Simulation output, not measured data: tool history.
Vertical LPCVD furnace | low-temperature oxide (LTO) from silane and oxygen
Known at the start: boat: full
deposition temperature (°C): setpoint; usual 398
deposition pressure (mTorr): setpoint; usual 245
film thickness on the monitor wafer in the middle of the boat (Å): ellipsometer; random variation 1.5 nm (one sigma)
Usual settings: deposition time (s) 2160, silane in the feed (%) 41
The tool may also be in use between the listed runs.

run,hour,deposition temperature (°C),deposition pressure (mTorr),deposition time (s),silane in the feed (%),wafers since the last listed run,hours since the last temperature calibration,hours since the pressure gauge was zeroed,hours since the silane flow controller was replaced,hours since the gauge calibration,"read-back reference wafer on the same gauge, thickness",film thickness on the monitor wafer in the middle of the boat (Å)
1,0.0,398,245,2160,41,0,2084.4,1544.0,3089.0,235.9,387.61,4043.6
2,23.1,401,245,1650,41,245,2107.5,1567.1,3112.1,259.0,388.10,3204.9
3,121.9,401,245,1650,41,1051,2206.3,1665.9,3210.9,357.8,390.40,3234.2
# hour 153.0: silane flow controller replaced
4,153.5,401,245,1650,41,80,2237.9,1697.5,0.5,389.4,391.18,3239.7
# hour 166.8: gauge calibrated
5,171.2,407,245,2160,41,188,2255.6,1715.2,18.2,4.4,386.16,4450.3
# hour 205.3: thermocouples replaced and temperature profile calibrated
# hour 223.0: pressure gauge zeroed
6,223.5,398,245,2160,41,112,18.2,0.5,70.5,56.7,386.45,4036.0
7,227.5,398,245,2160,41,42,22.2,4.5,74.5,60.7,387.06,4042.5
8,233.7,398,245,2160,41,66,28.4,10.7,80.7,66.9,386.13,4011.0
9,249.1,398,245,2160,38,163,43.8,26.1,96.1,82.3,387.11,3699.3
10,272.7,398,285,2160,39,251,67.4,49.7,119.7,105.9,385.93,4440.4
11,303.7,398,245,2160,41,330,98.4,80.7,150.7,136.9,387.26,4079.7
12,326.6,389,195,1710,35,243,121.3,103.6,173.6,159.8,387.27,1883.3
13,342.2,398,245,1800,36,166,136.9,119.2,189.2,175.4,387.27,2875.6
14,376.4,398,245,2160,41,364,171.1,153.4,223.4,209.6,387.62,4085.3
15,399.1,398,245,2160,44,241,193.8,176.1,246.1,232.3,388.12,4391.9
16,425.1,389,295,2160,37,276,219.8,202.1,272.1,258.3,388.73,3855.1
17,450.1,406,210,1920,47,266,244.8,227.1,297.1,283.3,389.50,3911.1
18,479.3,398,220,2160,41,310,274.0,256.3,326.3,312.5,389.67,3669.5
19,501.9,398,245,2160,49,240,296.6,278.9,348.9,335.1,391.13,4893.3

The tool's hidden state at each run:
true tube temperature minus thermocouple reading, K: 0 in every run
true pressure minus gauge reading, mTorr: 0 in every run
deviation of the silane flow from its setpoint, %: 0 in every run
H1: gauge reads high (%)
run,H1
1,0.436
2,0.542
3,1.11
4,1.33
5,0.0691
6,0.0987
7,0.103
8,0.11
9,0.132
10,0.173
11,0.243
12,0.306
13,0.354
14,0.477
15,0.57
16,0.688
17,0.814
18,0.975
19,1.11
